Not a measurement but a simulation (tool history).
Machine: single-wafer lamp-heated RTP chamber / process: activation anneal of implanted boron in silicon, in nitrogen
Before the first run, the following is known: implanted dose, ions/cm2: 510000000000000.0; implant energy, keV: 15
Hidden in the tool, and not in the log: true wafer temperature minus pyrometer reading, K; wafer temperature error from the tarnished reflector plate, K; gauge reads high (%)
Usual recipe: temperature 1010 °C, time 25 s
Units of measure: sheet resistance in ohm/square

run   hour  temperature  time  wafers since the last listed run  wafers since the last pyrometer calibration  wafers since the reflector plate was cleaned  hours since the gauge calibration  read-back reference wafer on the same gauge, sheet resistance  sheet resistance
  1    0.0         1010    25                                 0                                         4554                                          4877                             1272.0                                                         231.06            222.04
  2   41.0         1010    25                               601                                         5156                                          5479                             1313.0                                                         230.83            221.21
      63.7  -- reflector plate cleaned
  3   89.6          996    25                               595                                         5751                                           380                             1361.6                                                         230.96            223.45
  4  125.1          996    25                               520                                         6272                                           901                             1397.1                                                         231.08            223.48
     167.7  -- pyrometer window cleaned and pyrometer calibrated
  5  168.2         1010    37                               515                                            7                                          1416                             1440.2                                                         231.02            221.23
  6  223.2         1010    25                               807                                          814                                          2223                             1495.2                                                         230.93            223.30
  7  269.8         1010    25                               683                                         1498                                          2907                             1541.8                                                         231.01            222.28
  8  307.4         1010    25                               551                                         2050                                          3458                             1579.4                                                         230.95            222.34
  9  369.4         1026    25                               909                                         2959                                          4368                             1641.4                                                         230.84            220.68
 10  417.7         1026    25                               708                                         3668                                          5077                             1689.7                                                         231.07            220.19
     455.8  -- reflector plate cleaned
 11  464.1         1026    25                               563                                         4231                                           121                             1736.1                                                         230.99            220.07
 12  495.0         1010    25                               453                                         4685                                           574                             1767.0                                                         231.23            221.96
 13  520.1         1010    25                               368                                         5053                                           943                             1792.1                                                         231.12            222.04
 14  563.0          982    33                               629                                         5683                                          1572                             1835.0                                                         231.12            225.90
     616.9  -- pyrometer window cleaned and pyrometer calibrated
 15  617.4         1010    25                               680                                            7                                          2253                             1889.4                                                         230.87            222.19
 16  638.2         1037    38                               305                                          312                                          2558                             1910.2                                                         230.85            218.40
 17  670.5          994    25                               473                                          786                                          3032                             1942.5                                                         231.05            226.29
 18  707.8         1010    17                               547                                         1333                                          3579                             1979.8                                                         231.11            224.14
     861.9  -- reflector plate cleaned
 19  891.3         1010    25                              2575                                         3908                                           431                             2163.3                                                         230.83            221.96
 20  934.1          989    25                               628                                         4536                                          1059                             2206.1                                                         231.00            225.66
 21  992.9          997    32                               862                                         5399                                          1921                             2264.9                                                         231.13            223.07

For run 22, what comes out?
     1006.5  -- pyrometer window cleaned and pyrometer calibrated
 22  1027.3         1010    25                               387                                          304                                          2309                             2299.3                                                              ?                 ?

read-back reference wafer on the same gauge, sheet resistance: 230.83
sheet resistance: 222.15 ohm/square
The same run, on a tool lacking any hidden state, would have yielded sheet resistance 222.47 ohm/square.

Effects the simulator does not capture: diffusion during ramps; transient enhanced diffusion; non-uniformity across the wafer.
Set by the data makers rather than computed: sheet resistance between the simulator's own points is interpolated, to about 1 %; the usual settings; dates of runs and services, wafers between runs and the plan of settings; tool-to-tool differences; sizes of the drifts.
